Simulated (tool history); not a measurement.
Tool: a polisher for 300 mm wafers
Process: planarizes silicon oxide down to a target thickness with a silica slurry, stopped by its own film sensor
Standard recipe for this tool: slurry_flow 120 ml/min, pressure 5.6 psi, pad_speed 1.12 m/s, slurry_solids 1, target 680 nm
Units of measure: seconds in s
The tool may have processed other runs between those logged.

| run | day | slurry_flow | pressure | pad_speed | slurry_solids | target | wafers since the last listed run | wafers polished on this pad | hours since the slurry nozzle was cleaned | hours since the head pressure was calibrated | hours since the slurry blender was calibrated | hours since the conditioning disc was replaced | incoming thickness of the incoming film, nm | seconds |
|---|---|---|---|---|---|---|---|---|---|---|---|---|---|---|
| 1 | 0 | 120 | 4.9 | 1.12 | 1 | 680 | 0 | 3014 | 613.3 | 487.2 | 354.5 | 146.5 | 1044.2 | 130 |
|  | 0.771 | slurry blender recalibrated |
|  | 0.904 | worn pad replaced by a new one |
| 2 | 1.696 | 120 | 5.6 | 1.12 | 1 | 680 | 338 | 181 | 654 | 527.9 | 22.2 | 187.2 | 1041.5 | 115.2 |
| 3 | 3.638 | 100 | 5.6 | 1.12 | 1 | 680 | 443 | 624 | 700.6 | 574.5 | 68.8 | 233.8 | 1034.1 | 114.3 |
|  | 4.067 | head pressure recalibrated |
| 4 | 4.846 | 120 | 5.6 | 1.12 | 1 | 680 | 256 | 881 | 729.6 | 18.7 | 97.8 | 262.8 | 1036.5 | 114.8 |
|  | 5.25 | slurry nozzle cleaned |
| 5 | 8.329 | 120 | 5.6 | 1.12 | 1 | 680 | 785 | 1666 | 73.9 | 102.3 | 181.4 | 346.4 | 1031.9 | 104.6 |
|  | 9.942 | conditioning disc replaced and pad reconditioned |
| 6 | 10.108 | 120 | 5.6 | 1.12 | 1 | 680 | 387 | 2053 | 116.6 | 145 | 224.1 | 4 | 1025 | 101.4 |
| 7 | 12.762 | 120 | 5.6 | 1.12 | 1 | 680 | 605 | 2659 | 180.3 | 208.7 | 287.8 | 67.7 | 1051.4 | 114.9 |
| 8 | 13.975 | 90 | 5.6 | 1.34 | 1.1 | 680 | 276 | 2936 | 209.4 | 237.8 | 316.9 | 96.8 | 1055.1 | 95.3 |
| 9 | 15.233 | 120 | 7.2 | 1.12 | 1 | 680 | 287 | 3223 | 239.6 | 268 | 347.1 | 127 | 1044.2 | 84.8 |
|  | 15.688 | slurry blender recalibrated |
|  | 16.171 | worn pad replaced by a new one |
| 10 | 16.854 | 120 | 5 | 1.12 | 1 | 595 | 312 | 155 | 278.5 | 306.9 | 28 | 165.9 | 1050.5 | 151.7 |
| 11 | 22.154 | 120 | 5.6 | 1.12 | 0.9 | 619 | 1209 | 1365 | 405.7 | 434.1 | 155.2 | 293.1 | 1059.5 | 134.9 |
| 12 | 24.212 | 90 | 5.6 | 1.34 | 1.1 | 680 | 469 | 1835 | 455.1 | 483.5 | 204.6 | 342.5 | 1035.4 | 94.9 |
| 13 | 26.921 | 120 | 5.6 | 1.12 | 1 | 680 | 618 | 2453 | 520.1 | 548.5 | 269.6 | 407.5 | 1032.9 | 109.4 |
|  | 28.075 | conditioning disc replaced and pad reconditioned |
|  | 28.912 | head pressure recalibrated |
| 14 | 29.179 | 120 | 4.8 | 1.12 | 1 | 680 | 477 | 2931 | 574.3 | 6.4 | 323.8 | 26.5 | 1059.4 | 140.7 |
|  | 30.446 | worn pad replaced by a new one |
| 15 | 30.467 | 120 | 7.2 | 0.78 | 1 | 680 | 255 | 4 | 605.2 | 37.3 | 354.7 | 57.4 | 1021.5 | 115.5 |
|  | 32.354 | slurry blender recalibrated |
|  | 32.375 | slurry nozzle cleaned |
| 16 | 33.408 | 120 | 5.6 | 1.12 | 1 | 753 | 647 | 652 | 24.8 | 107.9 | 25.3 | 128 | 1031.6 | 82.3 |
| 17 | 36.371 | 120 | 5.6 | 1.12 | 1 | 680 | 676 | 1328 | 95.9 | 179 | 96.4 | 199.1 | 1031.1 | 101.5 |
| 18 | 38.421 | 160 | 5.6 | 0.72 | 0.9 | 784 | 467 | 1796 | 145.1 | 228.2 | 145.6 | 248.3 | 1022.1 | 98.5 |
| 19 | 41.329 | 110 | 6.5 | 0.86 | 1 | 610 | 663 | 2460 | 214.9 | 298 | 215.4 | 318.1 | 1039.2 | 141.8 |
| 20 | 43.425 | 120 | 5.6 | 1.12 | 1 | 680 | 478 | 2938 | 265.2 | 348.3 | 265.7 | 368.4 | 1029.8 | 105.1 |
|  | 44.021 | worn pad replaced by a new one |
| 21 | 44.867 | 120 | 5.6 | 1.12 | 0.85 | 680 | 291 | 192 | 299.8 | 382.9 | 300.3 | 403 | 1034.6 | 107 |
|  | 45.542 | conditioning disc replaced and pad reconditioned |
| 22 | 48.138 | 90 | 5.6 | 1.12 | 1 | 764 | 727 | 920 | 378.3 | 461.4 | 378.8 | 62.3 | 1027.3 | 83.6 |
|  | 48.95 | slurry blender recalibrated |
|  | 49.171 | head pressure recalibrated |
| 23 | 50.842 | 120 | 5.6 | 1.12 | 1 | 680 | 579 | 1499 | 443.2 | 40.1 | 45.4 | 127.2 | 1022.9 | 103 |
| 24 | 52.758 | 90 | 5.6 | 1.34 | 1.1 | 680 | 437 | 1937 | 489.2 | 86.1 | 91.4 | 173.2 | 1050.7 | 98.4 |
| 25 | 55.142 | 120 | 5.6 | 0.82 | 1 | 680 | 544 | 2481 | 546.4 | 143.3 | 148.6 | 230.4 | 1052.2 | 145.8 |

The tool's hidden state at each run:
removal rate lost through wear of the pad, %: 0 in every run
deviation of the head's pressure from its setpoint, %: 0 in every run
abrasive missing from the slurry, %: 0 in every run
time polished since the conditioner stopped cutting, s: 0 in every run
H1: slurry flow missing at the pad, %
| run | H1 |
|---|---|
| 1 | 34.6 |
| 2 | 39.3 |
| 3 | 45 |
| 4 | 48.7 |
| 5 | 4.11 |
| 6 | 4.84 |
| 7 | 6.55 |
| 8 | 7.58 |
| 9 | 8.81 |
| 10 | 10.6 |
| 11 | 18.5 |
| 12 | 22.3 |
| 13 | 28.1 |
| 14 | 33.4 |
| 15 | 36.7 |
| 16 | 0.596 |
| 17 | 1.37 |
| 18 | 2.44 |
| 19 | 4.72 |
| 20 | 6.9 |
| 21 | 8.67 |
| 22 | 13.5 |
| 23 | 18.3 |
| 24 | 22.2 |
| 25 | 27.5 |
